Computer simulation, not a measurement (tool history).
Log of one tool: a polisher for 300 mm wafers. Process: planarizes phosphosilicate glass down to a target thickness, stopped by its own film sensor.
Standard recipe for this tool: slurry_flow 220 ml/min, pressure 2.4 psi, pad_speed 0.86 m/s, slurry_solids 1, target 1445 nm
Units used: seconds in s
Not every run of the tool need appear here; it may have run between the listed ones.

run,hour,slurry_flow,pressure,pad_speed,slurry_solids,target,wafers since the last listed run,wafers polished on this pad,hours since the slurry nozzle was cleaned,hours since the head pressure was calibrated,hours since the slurry blender was calibrated,hours since the conditioning disc was replaced,"incoming thickness of the incoming film, nm",seconds
1,0,220,2.2,0.86,1,1445,0,900,330.9,38.5,126.4,122.1,2012.4,88.1
# hour 44.8: conditioning disc replaced and pad reconditioned
2,68.8,220,2.2,0.86,1,1445,562,1463,399.7,107.3,195.2,24,2031.6,92.2
# hour 94.2: worn pad replaced by a new one
# hour 103.6: slurry blender recalibrated
3,118.4,220,2.4,0.86,1,1445,367,187,449.3,156.9,14.8,73.6,2052.6,88.2
4,145.4,220,2.4,0.86,1,1445,227,414,476.3,183.9,41.8,100.6,2042.9,87.5
5,195.1,220,2.4,0.86,1,1445,418,833,526,233.6,91.5,150.3,2058.7,89.1
# hour 208.4: conditioning disc replaced and pad reconditioned
# hour 262.2: worn pad replaced by a new one
6,266.8,220,2.4,0.86,1,1445,553,38,597.7,305.3,163.2,58.4,2048.1,86.9
# hour 296.5: slurry blender recalibrated
7,326.4,220,2.4,0.86,1,1445,485,523,657.3,364.9,29.9,118,2043.1,87.6
8,352.5,220,2.4,0.86,1,1445,219,743,683.4,391,56,144.1,2024.7,84.5
# hour 377.4: conditioning disc replaced and pad reconditioned
# hour 394.8: slurry nozzle cleaned
9,395.3,220,2.4,0.86,0.7,1579,335,1079,0.5,433.8,98.8,17.9,2028.3,81
# hour 446.9: worn pad replaced by a new one
10,461.2,150,2.4,0.62,1,1445,521,120,66.4,499.7,164.7,83.8,2009.6,109.9
# hour 479.3: slurry blender recalibrated
# hour 544: conditioning disc replaced and pad reconditioned
11,599.4,220,2.4,0.86,1,1445,1130,1250,204.6,637.9,120.1,55.4,2011.6,84.9
12,638.9,220,2.9,0.86,1.25,1445,332,1583,244.1,677.4,159.6,94.9,2029,67
# hour 651.2: worn pad replaced by a new one
# hour 665: head pressure recalibrated
13,666.1,220,3.1,0.86,1,1362,178,108,271.3,1.1,186.8,122.1,2025.7,80.2
# hour 711.5: slurry blender recalibrated
# hour 716.4: conditioning disc replaced and pad reconditioned
14,735.3,220,2.4,0.86,1.15,1445,549,657,340.5,70.3,23.8,18.9,2020.6,79.7
15,771.4,220,2.4,0.86,1,1345,304,961,376.6,106.4,59.9,55,2029.1,100.2
# hour 819.6: worn pad replaced by a new one
16,896.5,220,2.4,0.86,1,1445,1020,647,501.7,231.5,185,180.1,2023.6,86.2

Hidden state, per run?
removal rate lost through wear of the pad, %: 0 at every run
slurry flow missing at the pad, %: 0 at every run
deviation of the head's pressure from its setpoint, %: 0 at every run
abrasive missing from the slurry, %: 0 at every run
time polished since the conditioner stopped cutting, s: 0 at every run
